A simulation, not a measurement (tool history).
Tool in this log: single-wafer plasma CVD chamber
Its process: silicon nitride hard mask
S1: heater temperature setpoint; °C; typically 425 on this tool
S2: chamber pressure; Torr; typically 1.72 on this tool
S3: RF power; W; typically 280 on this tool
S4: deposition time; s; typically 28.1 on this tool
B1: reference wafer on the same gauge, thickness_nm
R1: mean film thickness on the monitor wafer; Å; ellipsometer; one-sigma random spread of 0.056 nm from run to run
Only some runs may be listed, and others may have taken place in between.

{"run": 1, "hour": 0.0, "S1": 425, "S2": 1.72, "S3": 280, "S4": 24.9, "B1": 29.213, "R1": 261.04}
{"run": 2, "hour": 13.5, "S1": 425, "S2": 1.72, "S3": 235, "S4": 28.1, "B1": 29.199, "R1": 271.84}
{"run": 3, "hour": 31.2, "S1": 425, "S2": 1.72, "S3": 235, "S4": 28.1, "B1": 29.191, "R1": 271.17}
{"run": 4, "hour": 43.7, "S1": 425, "S2": 1.72, "S3": 235, "S4": 28.1, "B1": 29.195, "R1": 271.4}
{"run": 5, "hour": 88.5, "S1": 436, "S2": 1.72, "S3": 280, "S4": 28.1, "B1": 29.197, "R1": 291.85}
{"run": 6, "hour": 105.9, "S1": 436, "S2": 1.72, "S3": 280, "S4": 28.1, "B1": 29.216, "R1": 291.89}
{"run": 7, "hour": 120.5, "S1": 436, "S2": 1.72, "S3": 280, "S4": 28.1, "B1": 29.19, "R1": 292.05}
{"run": 8, "hour": 130.7, "S1": 425, "S2": 1.72, "S3": 280, "S4": 28.1, "B1": 29.19, "R1": 293.18}
{"hour": 143.8, "done": "capacitance manometer re-zeroed and calibrated"}
{"run": 9, "hour": 148.1, "S1": 425, "S2": 1.72, "S3": 280, "S4": 28.1, "B1": 29.193, "R1": 304.88}
{"hour": 163.4, "done": "thermocouple changed; heater temperature recalibrated"}
{"run": 10, "hour": 173.9, "S1": 425, "S2": 1.72, "S3": 280, "S4": 28.1, "B1": 29.208, "R1": 305.09}
{"run": 11, "hour": 191.5, "S1": 425, "S2": 1.72, "S3": 280, "S4": 28.1, "B1": 29.175, "R1": 304.71}
{"run": 12, "hour": 205.1, "S1": 425, "S2": 1.72, "S3": 280, "S4": 28.1, "B1": 29.203, "R1": 304.01}
{"hour": 219.1, "done": "showerhead replaced, of another model than before"}
{"run": 13, "hour": 219.6, "S1": 425, "S2": 1.72, "S3": 255, "S4": 28.1, "B1": 29.216, "R1": 284.19}
{"run": 14, "hour": 232.8, "S1": 430, "S2": 1.72, "S3": 280, "S4": 28.1, "B1": 29.173, "R1": 305.07}
{"run": 15, "hour": 241.0, "S1": 415, "S2": 1.59, "S3": 280, "S4": 23.3, "B1": 29.207, "R1": 249.17}
{"run": 16, "hour": 257.6, "S1": 425, "S2": 1.31, "S3": 260, "S4": 28.1, "B1": 29.202, "R1": 274.08}
{"run": 17, "hour": 273.3, "S1": 436, "S2": 1.72, "S3": 280, "S4": 28.1, "B1": 29.192, "R1": 303.41}
{"run": 18, "hour": 285.2, "S1": 420, "S2": 1.87, "S3": 235, "S4": 25.9, "B1": 29.206, "R1": 251.99}
{"run": 19, "hour": 302.5, "S1": 425, "S2": 1.72, "S3": 280, "S4": 29.9, "B1": 29.202, "R1": 323.57}
{"hour": 315.0, "done": "gauge calibrated"}
{"hour": 325.1, "done": "RF generator calibrated"}
{"run": 20, "hour": 325.6, "S1": 425, "S2": 1.72, "S3": 280, "S4": 28.1, "B1": 29.21, "R1": 304.46}
{"run": 21, "hour": 325.9, "S1": 425, "S2": 1.72, "S3": 310, "S4": 29.9, "B1": 29.215, "R1": 347.76}
{"run": 22, "hour": 335.9, "S1": 431, "S2": 2.06, "S3": 280, "S4": 24.2, "B1": 29.204, "R1": 271.17}
{"run": 23, "hour": 362.1, "S1": 425, "S2": 1.72, "S3": 280, "S4": 28.1, "B1": 29.194, "R1": 304.8}
{"run": 24, "hour": 372.1, "S1": 425, "S2": 1.72, "S3": 280, "S4": 28.1, "B1": 29.199, "R1": 304.44}
{"run": 25, "hour": 383.0, "S1": 425, "S2": 1.92, "S3": 260, "S4": 31.8, "B1": 29.21, "R1": 334.26}
{"run": 26, "hour": 393.8, "S1": 425, "S2": 1.72, "S3": 315, "S4": 31.2, "B1": 29.199, "R1": 367.93}
{"run": 27, "hour": 405.2, "S1": 425, "S2": 1.89, "S3": 225, "S4": 28.1, "B1": 29.197, "R1": 263.99}

Forecast run 28:
{"run": 28, "hour": 414.2, "S1": 415, "S2": 1.58, "S3": 315, "S4": 32.9, "B1": "?", "R1": "?"}

B1: 29.212
R1: 381.15 Å
With no hidden state in the tool, this same run would have given R1 381.46 Å.
